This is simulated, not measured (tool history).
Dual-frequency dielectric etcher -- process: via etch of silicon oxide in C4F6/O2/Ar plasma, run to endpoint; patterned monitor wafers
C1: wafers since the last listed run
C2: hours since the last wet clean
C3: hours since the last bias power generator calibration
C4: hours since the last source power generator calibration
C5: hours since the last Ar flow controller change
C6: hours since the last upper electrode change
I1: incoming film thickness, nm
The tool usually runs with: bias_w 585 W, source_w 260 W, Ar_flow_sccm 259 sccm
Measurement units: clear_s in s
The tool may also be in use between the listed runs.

run 1 day=0 | bias_w=555 source_w=260 Ar_flow_sccm=259 | C1=0 C2=422.1 C3=3685 C4=28.7 C5=2055.3 C6=3478.5 | I1=125.6 | clear_s=29.6
run 2 day=1.5 | bias_w=555 source_w=260 Ar_flow_sccm=259 | C1=483 C2=458.1 C3=3721 C4=64.7 C5=2091.3 C6=3514.5 | I1=125 | clear_s=29.3
run 3 day=2.879 | bias_w=555 source_w=260 Ar_flow_sccm=259 | C1=444 C2=491.2 C3=3754.1 C4=97.8 C5=2124.4 C6=3547.6 | I1=124.6 | clear_s=29.1
run 4 day=3.525 | bias_w=585 source_w=260 Ar_flow_sccm=311 | C1=208 C2=506.7 C3=3769.6 C4=113.3 C5=2139.9 C6=3563.1 | I1=125.7 | clear_s=29.4
run 5 day=5.021 | bias_w=585 source_w=260 Ar_flow_sccm=311 | C1=481 C2=542.6 C3=3805.5 C4=149.2 C5=2175.8 C6=3599 | I1=126.1 | clear_s=29.5
run 6 day=5.633 | bias_w=585 source_w=280 Ar_flow_sccm=259 | C1=197 C2=557.3 C3=3820.2 C4=163.9 C5=2190.5 C6=3613.7 | I1=124.9 | clear_s=27.9
-- day=6.221 bias power generator calibrated
run 7 day=6.6 | bias_w=585 source_w=280 Ar_flow_sccm=259 | C1=257 C2=580.5 C3=9.1 C4=187.1 C5=2213.7 C6=3636.9 | I1=125.6 | clear_s=28.1
-- day=8.017 Ar flow controller replaced
-- day=8.675 wet clean of the chamber
run 8 day=8.696 | bias_w=585 source_w=270 Ar_flow_sccm=209 | C1=383 C2=0.5 C3=59.4 C4=237.4 C5=16.3 C6=3687.2 | I1=125.3 | clear_s=28.3
run 9 day=9.425 | bias_w=585 source_w=300 Ar_flow_sccm=320 | C1=234 C2=18 C3=76.9 C4=254.9 C5=33.8 C6=3704.7 | I1=125.3 | clear_s=29.1
run 10 day=10.046 | bias_w=585 source_w=220 Ar_flow_sccm=259 | C1=199 C2=32.9 C3=91.8 C4=269.8 C5=48.7 C6=3719.6 | I1=124.3 | clear_s=30.4
run 11 day=11.004 | bias_w=642 source_w=260 Ar_flow_sccm=259 | C1=308 C2=55.9 C3=114.8 C4=292.8 C5=71.7 C6=3742.6 | I1=125.4 | clear_s=28.2
run 12 day=11.792 | bias_w=712 source_w=230 Ar_flow_sccm=259 | C1=253 C2=74.8 C3=133.7 C4=311.7 C5=90.6 C6=3761.5 | I1=125.5 | clear_s=28.1
run 13 day=13 | bias_w=585 source_w=260 Ar_flow_sccm=259 | C1=389 C2=103.8 C3=162.7 C4=340.7 C5=119.6 C6=3790.5 | I1=124.3 | clear_s=29.1
run 14 day=14.392 | bias_w=585 source_w=260 Ar_flow_sccm=219 | C1=448 C2=137.2 C3=196.1 C4=374.1 C5=153 C6=3823.9 | I1=123.2 | clear_s=28.1
run 15 day=15.112 | bias_w=585 source_w=280 Ar_flow_sccm=212 | C1=232 C2=154.5 C3=213.4 C4=391.4 C5=170.3 C6=3841.2 | I1=124.5 | clear_s=27.7
run 16 day=16.425 | bias_w=728 source_w=320 Ar_flow_sccm=259 | C1=422 C2=186 C3=244.9 C4=422.9 C5=201.8 C6=3872.7 | I1=124.9 | clear_s=24.9
run 17 day=17.042 | bias_w=585 source_w=220 Ar_flow_sccm=281 | C1=198 C2=200.8 C3=259.7 C4=437.7 C5=216.6 C6=3887.5 | I1=124.1 | clear_s=30.5
-- day=18.508 upper electrode replaced
run 18 day=18.529 | bias_w=496 source_w=260 Ar_flow_sccm=259 | C1=157 C2=236.5 C3=295.4 C4=473.4 C5=252.3 C6=0.5 | I1=124.3 | clear_s=31
run 19 day=19.412 | bias_w=585 source_w=260 Ar_flow_sccm=259 | C1=284 C2=257.7 C3=316.6 C4=494.6 C5=273.5 C6=21.7 | I1=124.8 | clear_s=28.7
run 20 day=20.246 | bias_w=681 source_w=240 Ar_flow_sccm=303 | C1=268 C2=277.7 C3=336.6 C4=514.6 C5=293.5 C6=41.7 | I1=125.1 | clear_s=28.2
run 21 day=21.125 | bias_w=708 source_w=220 Ar_flow_sccm=259 | C1=283 C2=298.8 C3=357.7 C4=535.7 C5=314.6 C6=62.8 | I1=124.8 | clear_s=27.7
run 22 day=22.275 | bias_w=585 source_w=290 Ar_flow_sccm=239 | C1=370 C2=326.4 C3=385.3 C4=563.3 C5=342.2 C6=90.4 | I1=123.9 | clear_s=27.3
run 23 day=23.054 | bias_w=532 source_w=260 Ar_flow_sccm=282 | C1=250 C2=345.1 C3=404 C4=582 C5=360.9 C6=109.1 | I1=125.3 | clear_s=30.4
run 24 day=24.425 | bias_w=585 source_w=280 Ar_flow_sccm=212 | C1=441 C2=378 C3=436.9 C4=614.9 C5=393.8 C6=142 | I1=125.4 | clear_s=27.4
run 25 day=25.283 | bias_w=711 source_w=310 Ar_flow_sccm=219 | C1=276 C2=398.6 C3=457.5 C4=635.5 C5=414.4 C6=162.6 | I1=125.1 | clear_s=24.7
run 26 day=26.05 | bias_w=585 source_w=260 Ar_flow_sccm=259 | C1=246 C2=417 C3=475.9 C4=653.9 C5=432.8 C6=181 | I1=125.2 | clear_s=28.8
run 27 day=27.104 | bias_w=720 source_w=260 Ar_flow_sccm=319 | C1=339 C2=442.3 C3=501.2 C4=679.2 C5=458.1 C6=206.3 | I1=126.3 | clear_s=27.3
run 28 day=28 | bias_w=713 source_w=240 Ar_flow_sccm=259 | C1=288 C2=463.8 C3=522.7 C4=700.7 C5=479.6 C6=227.8 | I1=124.2 | clear_s=26.6

Consider 5 possible next runs. They are alternatives, not a sequence: every one starts from the tool as it was left by run 28. What does each give?
run A day=28.017 | bias_w=585 source_w=260 Ar_flow_sccm=259 | C1=5 C2=464.2 C3=523.1 C4=701.1 C5=480 C6=228.2 | I1=125.2 | clear_s=?
run B day=28.017 | bias_w=441 source_w=260 Ar_flow_sccm=226 | C1=5 C2=464.2 C3=523.1 C4=701.1 C5=480 C6=228.2 | I1=125.2 | clear_s=?
run C day=28.017 | bias_w=720 source_w=220 Ar_flow_sccm=196 | C1=5 C2=464.2 C3=523.1 C4=701.1 C5=480 C6=228.2 | I1=125.2 | clear_s=?
run D day=28.017 | bias_w=696 source_w=260 Ar_flow_sccm=259 | C1=5 C2=464.2 C3=523.1 C4=701.1 C5=480 C6=228.2 | I1=125.2 | clear_s=?
run E day=28.017 | bias_w=716 source_w=260 Ar_flow_sccm=259 | C1=5 C2=464.2 C3=523.1 C4=701.1 C5=480 C6=228.2 | I1=125.2 | clear_s=?

run=A clear_s=28.6
run=B clear_s=31.7
run=C clear_s=26.3
run=D clear_s=26.5
run=E clear_s=26.2
Without the tool's hidden state the same runs would have given:
run=A clear_s=29.3
run=B clear_s=32.5
run=C clear_s=27
run=D clear_s=27.2
run=E clear_s=26.8

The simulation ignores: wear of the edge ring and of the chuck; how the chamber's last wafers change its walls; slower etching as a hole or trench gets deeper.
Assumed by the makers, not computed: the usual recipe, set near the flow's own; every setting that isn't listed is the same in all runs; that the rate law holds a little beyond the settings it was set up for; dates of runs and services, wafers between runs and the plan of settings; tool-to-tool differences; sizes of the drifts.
